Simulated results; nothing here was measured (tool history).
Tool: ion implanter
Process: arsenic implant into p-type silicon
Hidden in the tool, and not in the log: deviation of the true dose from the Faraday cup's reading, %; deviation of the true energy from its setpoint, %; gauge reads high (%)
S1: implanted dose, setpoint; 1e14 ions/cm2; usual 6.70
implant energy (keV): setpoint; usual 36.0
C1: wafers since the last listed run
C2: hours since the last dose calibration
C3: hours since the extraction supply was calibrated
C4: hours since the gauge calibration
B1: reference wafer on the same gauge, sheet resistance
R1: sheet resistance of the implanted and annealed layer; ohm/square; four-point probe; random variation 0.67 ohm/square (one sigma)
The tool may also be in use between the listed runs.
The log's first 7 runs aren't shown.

{"run": 8, "hour": 314.7, "S1": 6.7, "implant energy (keV)": 36.0, "C1": 850, "C2": 673.4, "C3": 4471.0, "C4": 177.9, "B1": 166.99, "R1": 147.64}
{"run": 9, "hour": 353.1, "S1": 6.7, "implant energy (keV)": 36.0, "C1": 1050, "C2": 711.8, "C3": 4509.4, "C4": 216.3, "B1": 166.89, "R1": 147.73}
{"run": 10, "hour": 387.2, "S1": 6.7, "implant energy (keV)": 36.0, "C1": 932, "C2": 745.9, "C3": 4543.5, "C4": 250.4, "B1": 167.07, "R1": 146.98}
{"run": 11, "hour": 454.8, "S1": 6.7, "implant energy (keV)": 36.0, "C1": 1849, "C2": 813.5, "C3": 4611.1, "C4": 318.0, "B1": 166.95, "R1": 147.89}
{"run": 12, "hour": 479.8, "S1": 6.7, "implant energy (keV)": 36.0, "C1": 683, "C2": 838.5, "C3": 4636.1, "C4": 343.0, "B1": 166.75, "R1": 148.27}
{"run": 13, "hour": 526.1, "S1": 5.74, "implant energy (keV)": 36.0, "C1": 1266, "C2": 884.8, "C3": 4682.4, "C4": 389.3, "B1": 166.88, "R1": 166.31}
{"run": 14, "hour": 564.5, "S1": 5.74, "implant energy (keV)": 36.0, "C1": 1050, "C2": 923.2, "C3": 4720.8, "C4": 427.7, "B1": 167.17, "R1": 166.16}
{"run": 15, "hour": 619.1, "S1": 6.7, "implant energy (keV)": 36.0, "C1": 1493, "C2": 977.8, "C3": 4775.4, "C4": 482.3, "B1": 167.19, "R1": 148.12}
{"run": 16, "hour": 643.3, "S1": 6.7, "implant energy (keV)": 36.0, "C1": 662, "C2": 1002.0, "C3": 4799.6, "C4": 506.5, "B1": 167.22, "R1": 149.08}
{"run": 17, "hour": 712.1, "S1": 6.04, "implant energy (keV)": 36.0, "C1": 1882, "C2": 1070.8, "C3": 4868.4, "C4": 575.3, "B1": 166.98, "R1": 159.94}
{"run": 18, "hour": 847.2, "S1": 6.7, "implant energy (keV)": 36.0, "C1": 3695, "C2": 1205.9, "C3": 5003.5, "C4": 710.4, "B1": 167.17, "R1": 148.45}
{"run": 19, "hour": 878.1, "S1": 8.57, "implant energy (keV)": 40.5, "C1": 845, "C2": 1236.8, "C3": 5034.4, "C4": 741.3, "B1": 166.71, "R1": 121.01}
{"run": 20, "hour": 935.6, "S1": 6.7, "implant energy (keV)": 24.5, "C1": 1572, "C2": 1294.3, "C3": 5091.9, "C4": 798.8, "B1": 166.9, "R1": 159.69}
{"run": 21, "hour": 969.6, "S1": 4.95, "implant energy (keV)": 47.0, "C1": 930, "C2": 1328.3, "C3": 5125.9, "C4": 832.8, "B1": 167.24, "R1": 177.13}
{"run": 22, "hour": 998.0, "S1": 8.08, "implant energy (keV)": 42.5, "C1": 776, "C2": 1356.7, "C3": 5154.3, "C4": 861.2, "B1": 167.08, "R1": 126.05}
{"run": 23, "hour": 1054.9, "S1": 7.79, "implant energy (keV)": 25.5, "C1": 1556, "C2": 1413.6, "C3": 5211.2, "C4": 918.1, "B1": 166.99, "R1": 143.48}
{"run": 24, "hour": 1079.5, "S1": 8.63, "implant energy (keV)": 46.5, "C1": 672, "C2": 1438.2, "C3": 5235.8, "C4": 942.7, "B1": 167.08, "R1": 118.22}
{"run": 25, "hour": 1133.2, "S1": 8.15, "implant energy (keV)": 32.5, "C1": 1469, "C2": 1491.9, "C3": 5289.5, "C4": 996.4, "B1": 166.97, "R1": 133.05}
{"hour": 1174.8, "done": "extraction supply calibrated"}
{"run": 26, "hour": 1268.9, "S1": 4.82, "implant energy (keV)": 42.5, "C1": 3493, "C2": 1627.6, "C3": 94.1, "C4": 1132.1, "B1": 166.85, "R1": 183.87}
{"hour": 1280.7, "done": "Faraday cup replaced and dose calibrated"}
{"run": 27, "hour": 1333.9, "S1": 7.33, "implant energy (keV)": 36.0, "C1": 1559, "C2": 53.2, "C3": 159.1, "C4": 1197.1, "B1": 167.04, "R1": 135.6}
{"hour": 1341.2, "done": "gauge calibrated"}
{"run": 28, "hour": 1447.1, "S1": 4.76, "implant energy (keV)": 36.0, "C1": 3096, "C2": 166.4, "C3": 272.3, "C4": 105.9, "B1": 166.73, "R1": 186.4}
{"run": 29, "hour": 1487.5, "S1": 4.82, "implant energy (keV)": 42.5, "C1": 1105, "C2": 206.8, "C3": 312.7, "C4": 146.3, "B1": 166.99, "R1": 181.24}
{"run": 30, "hour": 1678.3, "S1": 7.79, "implant energy (keV)": 25.5, "C1": 5219, "C2": 397.6, "C3": 503.5, "C4": 337.1, "B1": 167.13, "R1": 143.42}
{"run": 31, "hour": 1707.0, "S1": 5.17, "implant energy (keV)": 46.0, "C1": 785, "C2": 426.3, "C3": 532.2, "C4": 365.8, "B1": 167.03, "R1": 169.73}
{"run": 32, "hour": 1748.0, "S1": 6.7, "implant energy (keV)": 36.0, "C1": 1121, "C2": 467.3, "C3": 573.2, "C4": 406.8, "B1": 167.17, "R1": 147.22}

Forecast each of these 3 alternatives for the next run:
{"run": "A", "hour": 1748.4, "S1": 6.7, "implant energy (keV)": 36.0, "C1": 10, "C2": 467.7, "C3": 573.6, "C4": 407.2, "B1": "?", "R1": "?"}
{"run": "B", "hour": 1748.4, "S1": 5.36, "implant energy (keV)": 47.5, "C1": 10, "C2": 467.7, "C3": 573.6, "C4": 407.2, "B1": "?", "R1": "?"}
{"run": "C", "hour": 1748.4, "S1": 6.7, "implant energy (keV)": 24.0, "C1": 10, "C2": 467.7, "C3": 573.6, "C4": 407.2, "B1": "?", "R1": "?"}

run=A B1=167.22 R1=147.17
run=B B1=167.22 R1=165.36
run=C B1=167.22 R1=159.61
Without the tool's hidden state the same runs would have given:
run=A R1=143.51
run=B R1=161.05
run=C R1=156.21
